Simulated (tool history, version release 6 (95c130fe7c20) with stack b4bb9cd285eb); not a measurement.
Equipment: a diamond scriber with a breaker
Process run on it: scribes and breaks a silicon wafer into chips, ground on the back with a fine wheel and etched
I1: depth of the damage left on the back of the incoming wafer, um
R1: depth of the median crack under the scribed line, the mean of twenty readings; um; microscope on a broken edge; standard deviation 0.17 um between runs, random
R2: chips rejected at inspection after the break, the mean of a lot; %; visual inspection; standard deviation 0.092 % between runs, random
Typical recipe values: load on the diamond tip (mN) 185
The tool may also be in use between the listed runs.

run 1 hour=0.0 | load_on_the_diamond_tip_(mN)=161 | I1=0.56 | R1=11.87 R2=6.14
-- hour=47.6 diamond tip replaced by a new one
run 2 hour=55.4 | load_on_the_diamond_tip_(mN)=161 | I1=0.57 | R1=11.72 R2=6.18
run 3 hour=161.1 | load_on_the_diamond_tip_(mN)=161 | I1=0.42 | R1=11.54 R2=6.94
run 4 hour=239.0 | load_on_the_diamond_tip_(mN)=225 | I1=0.67 | R1=15.16 R2=1.97
run 5 hour=305.1 | load_on_the_diamond_tip_(mN)=225 | I1=0.58 | R1=15.31 R2=2.00
run 6 hour=345.3 | load_on_the_diamond_tip_(mN)=225 | I1=0.52 | R1=15.28 R2=1.77
run 7 hour=413.9 | load_on_the_diamond_tip_(mN)=185 | I1=0.36 | R1=12.86 R2=3.34
-- hour=416.9 diamond tip replaced by a new one
run 8 hour=483.0 | load_on_the_diamond_tip_(mN)=185 | I1=0.79 | R1=13.34 R2=3.94
run 9 hour=552.2 | load_on_the_diamond_tip_(mN)=185 | I1=0.56 | R1=12.88 R2=3.44
run 10 hour=628.7 | load_on_the_diamond_tip_(mN)=185 | I1=0.63 | R1=12.93 R2=3.72
-- hour=835.3 diamond tip replaced by a new one
run 11 hour=903.5 | load_on_the_diamond_tip_(mN)=185 | I1=0.36 | R1=13.10 R2=3.70
run 12 hour=950.3 | load_on_the_diamond_tip_(mN)=142 | I1=0.63 | R1=10.26 R2=12.91
-- hour=971.9 load on the tip recalibrated
run 13 hour=998.5 | load_on_the_diamond_tip_(mN)=141 | I1=0.37 | R1=12.06 R2=6.54
run 14 hour=1046.8 | load_on_the_diamond_tip_(mN)=185 | I1=0.48 | R1=14.89 R2=1.76
run 15 hour=1130.3 | load_on_the_diamond_tip_(mN)=164 | I1=0.40 | R1=13.32 R2=3.44
run 16 hour=1188.8 | load_on_the_diamond_tip_(mN)=212 | I1=0.44 | R1=15.96 R2=2.33
-- hour=1199.6 diamond tip replaced by a new one
run 17 hour=1237.0 | load_on_the_diamond_tip_(mN)=185 | I1=0.41 | R1=14.41 R2=2.03
run 18 hour=1328.8 | load_on_the_diamond_tip_(mN)=213 | I1=0.39 | R1=15.62 R2=2.00
run 19 hour=1419.2 | load_on_the_diamond_tip_(mN)=131 | I1=0.78 | R1=10.44 R2=13.43
run 20 hour=1507.8 | load_on_the_diamond_tip_(mN)=224 | I1=0.43 | R1=16.33 R2=2.35
run 21 hour=1600.8 | load_on_the_diamond_tip_(mN)=147 | I1=0.63 | R1=11.36 R2=8.23
-- hour=1625.0 diamond tip replaced by a new one
run 22 hour=1702.2 | load_on_the_diamond_tip_(mN)=226 | I1=0.74 | R1=16.11 R2=2.31
run 23 hour=1789.7 | load_on_the_diamond_tip_(mN)=238 | I1=0.53 | R1=16.54 R2=2.55
-- hour=1991.1 diamond tip replaced by a new one
run 24 hour=2023.4 | load_on_the_diamond_tip_(mN)=185 | I1=0.57 | R1=13.46 R2=2.82
run 25 hour=2117.5 | load_on_the_diamond_tip_(mN)=209 | I1=0.63 | R1=14.44 R2=1.74

Each row is a separate what-if for the run after 25, all from the same tool condition, not one after another. Results?
run A hour=2118.2 | load_on_the_diamond_tip_(mN)=133 | I1=0.69 | R1=? R2=?
run B hour=2118.2 | load_on_the_diamond_tip_(mN)=207 | I1=0.69 | R1=? R2=?
run C hour=2118.2 | load_on_the_diamond_tip_(mN)=205 | I1=0.69 | R1=? R2=?
run D hour=2118.2 | load_on_the_diamond_tip_(mN)=234 | I1=0.69 | R1=? R2=?

run=A R1=9.91 R2=14.05
run=B R1=14.35 R2=1.85
run=C R1=14.24 R2=1.89
run=D R1=15.80 R2=2.15
Had the tool no hidden state, the same runs would have come out as:
run=A R1=11.17 R2=8.03
run=B R1=16.16 R2=2.45
run=C R1=16.04 R2=2.34
run=D R1=17.79 R2=4.61

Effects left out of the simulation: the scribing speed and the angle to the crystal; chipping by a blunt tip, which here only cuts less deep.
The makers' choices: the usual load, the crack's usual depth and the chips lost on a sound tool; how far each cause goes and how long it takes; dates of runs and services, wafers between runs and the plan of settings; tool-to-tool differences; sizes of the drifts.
